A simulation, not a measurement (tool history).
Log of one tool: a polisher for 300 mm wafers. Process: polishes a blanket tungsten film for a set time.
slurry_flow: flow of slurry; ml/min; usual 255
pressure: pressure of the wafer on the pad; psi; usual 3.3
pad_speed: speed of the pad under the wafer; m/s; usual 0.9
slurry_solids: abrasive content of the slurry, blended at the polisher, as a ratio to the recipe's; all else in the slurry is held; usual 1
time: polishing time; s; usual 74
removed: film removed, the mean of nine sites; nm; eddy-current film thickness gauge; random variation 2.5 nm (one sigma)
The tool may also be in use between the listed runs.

run	hour	slurry_flow	pressure	pad_speed	slurry_solids	time	incoming thickness of the incoming film, nm	removed
1	0	255	3.3	0.9	1	74	1148.1	295.2
2	25.6	255	3.3	0.9	1	74	1124.2	297
3	60.1	255	3.3	0.9	1	74	1140.8	293.5
# hour 69.4: slurry blender recalibrated
# hour 97.4: slurry tank refilled with fresh slurry and peroxide
4	136.3	195	3.3	0.9	1	74	1139.5	285.3
# hour 152.2: worn pad replaced by a new one
5	156.7	195	3.3	0.9	1	74	1146	286.6
6	171.7	195	3.3	0.9	1	74	1120.4	286.7
# hour 182.8: slurry blender recalibrated
7	196.4	310	3.3	0.9	1	61	1135.7	245.9
# hour 220: slurry tank refilled with fresh slurry and peroxide
8	239.1	310	3.3	0.9	1	61	1136.7	251.6
9	267.5	255	3.3	0.9	1	74	1132.6	297.1
# hour 286.4: head pressure recalibrated
10	293	255	3.3	0.9	1	74	1129.2	298.6
11	305.5	255	4.3	0.6	1	61	1119.3	210.9
# hour 310.5: worn pad replaced by a new one
# hour 321.2: slurry blender recalibrated
12	332.6	255	3.3	0.66	1	67	1125.4	196.9
# hour 345.2: slurry tank refilled with fresh slurry and peroxide
# hour 351.1: slurry nozzle cleaned
13	352.7	255	3.3	0.9	1	74	1136.1	295
14	365.1	255	3.3	1	1.2	55	1129.6	254.8
15	387	185	4.4	1.08	0.85	74	1104.1	435.6
# hour 458: slurry blender recalibrated
16	469	255	2.5	0.66	1.25	55	1129.1	126.2
# hour 473.2: slurry tank refilled with fresh slurry and peroxide
# hour 479.3: worn pad replaced by a new one
17	501.2	255	2.2	0.9	0.8	74	1137.3	184.6
18	533.2	185	4.4	1.08	0.85	74	1110.3	445.3
19	567.4	185	4.4	1.08	0.85	74	1125.7	432.5
20	579.8	335	4.4	0.9	1	74	1139.4	401.5
# hour 588.4: slurry blender recalibrated
# hour 605.3: slurry tank refilled with fresh slurry and peroxide
21	605.8	210	3.3	0.9	1	50	1132.8	192.4

5 ways to go on from here, each from the tool as it stands after run 21. What would each give?
A	606.3	255	3.3	0.9	1	74	1140	?
B	606.3	325	2.2	1.18	1.25	74	1140	?
C	606.3	255	4.4	0.72	1.15	51	1140	?
D	606.3	255	3.3	0.9	0.7	74	1140	?
E	606.3	255	3.3	0.9	1	54	1140	?

run	removed
A	294.2
B	277.7
C	224.1
D	268.9
E	214.7
Without the tool's hidden state the same runs would have given:
run	removed
A	294.2
B	277.7
C	224.1
D	268.9
E	214.7
